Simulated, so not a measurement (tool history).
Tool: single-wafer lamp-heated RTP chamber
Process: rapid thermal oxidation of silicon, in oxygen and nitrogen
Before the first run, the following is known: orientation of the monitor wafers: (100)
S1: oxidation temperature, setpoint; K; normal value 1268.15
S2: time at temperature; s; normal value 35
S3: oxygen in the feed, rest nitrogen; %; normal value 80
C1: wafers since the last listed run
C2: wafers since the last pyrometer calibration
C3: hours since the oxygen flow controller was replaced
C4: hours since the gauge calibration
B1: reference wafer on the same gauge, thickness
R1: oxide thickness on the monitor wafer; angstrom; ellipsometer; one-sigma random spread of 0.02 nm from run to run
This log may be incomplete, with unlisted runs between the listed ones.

| run | day | S1 | S2 | S3 | C1 | C2 | C3 | C4 | B1 | R1 |
|---|---|---|---|---|---|---|---|---|---|---|
| 1 | 0.000 | 1268.15 | 35 | 80 | 0 | 2942 | 6781.4 | 83.6 | 3.748 | 40.91 |
| 2 | 1.029 | 1268.15 | 35 | 80 | 150 | 3092 | 6806.1 | 108.3 | 3.751 | 41.27 |
| 3 | 3.075 | 1268.15 | 35 | 80 | 298 | 3390 | 6855.2 | 157.4 | 3.757 | 41.76 |
| 4 | 4.354 | 1268.15 | 41 | 80 | 186 | 3577 | 6885.9 | 188.1 | 3.769 | 44.07 |
| 5 | 6.667 | 1268.15 | 41 | 80 | 337 | 3914 | 6941.4 | 243.6 | 3.769 | 44.33 |
| 6 | 9.817 | 1268.15 | 35 | 80 | 459 | 4374 | 7017.0 | 319.2 | 3.783 | 41.83 |
| 7 | 12.242 | 1268.15 | 35 | 80 | 353 | 4728 | 7075.2 | 377.4 | 3.783 | 41.96 |
| 8 | 15.083 | 1268.15 | 29 | 80 | 414 | 5142 | 7143.4 | 445.6 | 3.803 | 38.70 |
| 9 | 16.392 | 1268.15 | 29 | 80 | 190 | 5333 | 7174.8 | 477.0 | 3.802 | 38.84 |
|  | 16.642 | gauge calibrated |
| 10 | 18.104 | 1268.15 | 29 | 80 | 249 | 5583 | 7215.9 | 35.1 | 3.745 | 37.95 |
| 11 | 19.896 | 1240.15 | 18 | 95 | 261 | 5844 | 7258.9 | 78.1 | 3.754 | 28.70 |
| 12 | 22.071 | 1242.15 | 51 | 80 | 317 | 6162 | 7311.1 | 130.3 | 3.762 | 40.59 |
|  | 23.842 | pyrometer window cleaned and pyrometer calibrated |
| 13 | 24.258 | 1268.15 | 35 | 80 | 270 | 60 | 7363.6 | 182.8 | 3.770 | 41.11 |
| 14 | 26.258 | 1268.15 | 35 | 92 | 291 | 352 | 7411.6 | 230.8 | 3.776 | 43.76 |
|  | 26.917 | oxygen flow controller replaced |
| 15 | 29.179 | 1257.15 | 28 | 80 | 377 | 730 | 54.3 | 300.9 | 3.791 | 35.83 |
| 16 | 30.471 | 1268.15 | 35 | 98 | 188 | 918 | 85.3 | 331.9 | 3.795 | 44.56 |
| 17 | 33.242 | 1253.15 | 25 | 95 | 404 | 1322 | 151.8 | 398.4 | 3.802 | 35.41 |
| 18 | 34.483 | 1256.15 | 21 | 72 | 181 | 1503 | 181.6 | 428.2 | 3.804 | 31.17 |

Here are 5 independent what-if runs from the current tool condition. What would each one return?
| A | 34.500 | 1268.15 | 35 | 80 | 2 | 1506 | 182.0 | 428.6 | ? | ? |
| B | 34.500 | 1268.15 | 35 | 51 | 2 | 1506 | 182.0 | 428.6 | ? | ? |
| C | 34.500 | 1279.15 | 35 | 95 | 2 | 1506 | 182.0 | 428.6 | ? | ? |
| D | 34.500 | 1268.15 | 35 | 97 | 2 | 1506 | 182.0 | 428.6 | ? | ? |
| E | 34.500 | 1287.15 | 43 | 57 | 2 | 1506 | 182.0 | 428.6 | ? | ? |

| run | B1 | R1 |
|---|---|---|
| A | 3.805 | 42.29 |
| B | 3.805 | 36.83 |
| C | 3.805 | 48.32 |
| D | 3.805 | 45.03 |
| E | 3.805 | 46.91 |
Without the tool's unlogged condition, the same runs would have read:
| run | R1 |
|---|---|
| A | 41.45 |
| B | 36.10 |
| C | 47.36 |
| D | 44.14 |
| E | 45.98 |

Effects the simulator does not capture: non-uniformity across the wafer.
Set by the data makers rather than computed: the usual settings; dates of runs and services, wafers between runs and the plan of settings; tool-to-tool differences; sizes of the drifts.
